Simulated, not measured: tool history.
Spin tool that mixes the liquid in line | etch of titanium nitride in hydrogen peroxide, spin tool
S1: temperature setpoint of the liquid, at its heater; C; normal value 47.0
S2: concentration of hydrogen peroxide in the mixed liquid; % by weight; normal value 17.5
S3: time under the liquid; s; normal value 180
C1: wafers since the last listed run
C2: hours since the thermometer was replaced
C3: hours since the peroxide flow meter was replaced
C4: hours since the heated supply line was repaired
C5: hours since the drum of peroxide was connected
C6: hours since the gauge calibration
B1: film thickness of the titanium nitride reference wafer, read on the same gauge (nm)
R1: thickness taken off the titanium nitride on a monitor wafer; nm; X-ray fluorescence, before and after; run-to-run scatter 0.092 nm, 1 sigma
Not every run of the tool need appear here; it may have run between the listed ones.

{"run": 1, "day": 0.0, "S1": 47.0, "S2": 17.5, "S3": 180, "C1": 0, "C2": 303.7, "C3": 135.7, "C4": 2644.7, "C5": 279.0, "C6": 700.3, "B1": 119.99, "R1": 8.78}
{"run": 2, "day": 1.654, "S1": 47.0, "S2": 17.5, "S3": 180, "C1": 299, "C2": 343.4, "C3": 175.4, "C4": 2684.4, "C5": 318.7, "C6": 740.0, "B1": 119.99, "R1": 8.84}
{"day": 2.429, "done": "new drum of peroxide connected"}
{"run": 3, "day": 4.496, "S1": 47.0, "S2": 17.5, "S3": 180, "C1": 507, "C2": 411.6, "C3": 243.6, "C4": 2752.6, "C5": 49.6, "C6": 808.2, "B1": 119.99, "R1": 8.72}
{"run": 4, "day": 6.488, "S1": 43.0, "S2": 19.0, "S3": 180, "C1": 360, "C2": 459.4, "C3": 291.4, "C4": 2800.4, "C5": 97.4, "C6": 856.0, "B1": 120.01, "R1": 6.46}
{"run": 5, "day": 9.6, "S1": 43.0, "S2": 19.0, "S3": 180, "C1": 564, "C2": 534.1, "C3": 366.1, "C4": 2875.1, "C5": 172.1, "C6": 930.7, "B1": 120.05, "R1": 6.47}
{"run": 6, "day": 12.321, "S1": 43.0, "S2": 19.0, "S3": 180, "C1": 493, "C2": 599.4, "C3": 431.4, "C4": 2940.4, "C5": 237.4, "C6": 996.0, "B1": 120.02, "R1": 6.48}
{"day": 14.142, "done": "peroxide flow meter replaced"}
{"run": 7, "day": 14.762, "S1": 47.0, "S2": 17.5, "S3": 180, "C1": 434, "C2": 658.0, "C3": 14.9, "C4": 2999.0, "C5": 296.0, "C6": 1054.6, "B1": 119.99, "R1": 8.69}
{"day": 15.55, "done": "new drum of peroxide connected"}
{"run": 8, "day": 17.779, "S1": 47.0, "S2": 17.5, "S3": 180, "C1": 539, "C2": 730.4, "C3": 87.3, "C4": 3071.4, "C5": 53.5, "C6": 1127.0, "B1": 119.97, "R1": 8.53}
{"run": 9, "day": 21.608, "S1": 47.0, "S2": 17.5, "S3": 180, "C1": 693, "C2": 822.3, "C3": 179.2, "C4": 3163.3, "C5": 145.4, "C6": 1218.9, "B1": 119.99, "R1": 8.5}
{"run": 10, "day": 24.667, "S1": 47.0, "S2": 17.5, "S3": 275, "C1": 554, "C2": 895.7, "C3": 252.6, "C4": 3236.7, "C5": 218.8, "C6": 1292.3, "B1": 120.03, "R1": 12.98}
{"run": 11, "day": 26.317, "S1": 47.0, "S2": 17.5, "S3": 180, "C1": 299, "C2": 935.3, "C3": 292.2, "C4": 3276.3, "C5": 258.4, "C6": 1331.9, "B1": 120.0, "R1": 8.55}
{"day": 29.529, "done": "new drum of peroxide connected"}
{"run": 12, "day": 30.562, "S1": 40.0, "S2": 20.0, "S3": 80, "C1": 761, "C2": 1037.2, "C3": 394.1, "C4": 3378.2, "C5": 24.8, "C6": 1433.8, "B1": 119.98, "R1": 2.25}
{"day": 30.979, "done": "gauge calibrated"}
{"day": 31.833, "done": "peroxide flow meter replaced"}
{"run": 13, "day": 33.033, "S1": 47.0, "S2": 17.5, "S3": 180, "C1": 440, "C2": 1096.5, "C3": 28.8, "C4": 3437.5, "C5": 84.1, "C6": 49.3, "B1": 120.03, "R1": 8.38}
{"run": 14, "day": 34.608, "S1": 43.0, "S2": 19.0, "S3": 180, "C1": 285, "C2": 1134.3, "C3": 66.6, "C4": 3475.3, "C5": 121.9, "C6": 87.1, "B1": 120.0, "R1": 6.31}
{"day": 34.754, "done": "thermometer replaced"}
{"run": 15, "day": 38.858, "S1": 39.0, "S2": 22.5, "S3": 285, "C1": 762, "C2": 98.5, "C3": 168.6, "C4": 3577.3, "C5": 223.9, "C6": 189.1, "B1": 119.99, "R1": 7.68}
{"day": 39.833, "done": "heated supply line repaired"}
{"run": 16, "day": 42.412, "S1": 43.0, "S2": 17.5, "S3": 285, "C1": 636, "C2": 183.8, "C3": 253.9, "C4": 61.9, "C5": 309.2, "C6": 274.4, "B1": 120.02, "R1": 11.26}
{"run": 17, "day": 45.838, "S1": 44.0, "S2": 15.5, "S3": 245, "C1": 620, "C2": 266.0, "C3": 336.1, "C4": 144.1, "C5": 391.4, "C6": 356.6, "B1": 120.0, "R1": 9.97}
{"day": 45.988, "done": "new drum of peroxide connected"}
{"run": 18, "day": 47.979, "S1": 49.5, "S2": 16.0, "S3": 285, "C1": 380, "C2": 317.4, "C3": 387.5, "C4": 195.5, "C5": 47.8, "C6": 408.0, "B1": 120.0, "R1": 17.73}
{"day": 49.3, "done": "peroxide flow meter replaced"}
{"run": 19, "day": 51.492, "S1": 39.0, "S2": 14.0, "S3": 250, "C1": 629, "C2": 401.7, "C3": 52.6, "C4": 279.8, "C5": 132.1, "C6": 492.3, "B1": 120.01, "R1": 6.73}

Measured minus without-hidden-state, run by run (identical run-to-run variation in each term; gauge scatter may differ):
What the log doesn't record here: liquid colder than its thermometer reads (K); peroxide flow below the setpoint (%); temperature lost on the way to the wafer (K); peroxide weaker than its label (%); gauge reads high (%).
run=1 R1=-1.01
run=2 R1=-1.04
run=3 R1=-1.05
run=4 R1=-0.82
run=5 R1=-0.83
run=6 R1=-0.85
run=7 R1=-1.14
run=8 R1=-1.15
run=9 R1=-1.18
run=10 R1=-1.84
run=11 R1=-1.24
run=12 R1=-0.35
run=13 R1=-1.27
run=14 R1=-0.99
run=15 R1=-1.27
run=16 R1=-0.25
run=17 R1=-0.26
run=18 R1=-0.47
run=19 R1=-0.22

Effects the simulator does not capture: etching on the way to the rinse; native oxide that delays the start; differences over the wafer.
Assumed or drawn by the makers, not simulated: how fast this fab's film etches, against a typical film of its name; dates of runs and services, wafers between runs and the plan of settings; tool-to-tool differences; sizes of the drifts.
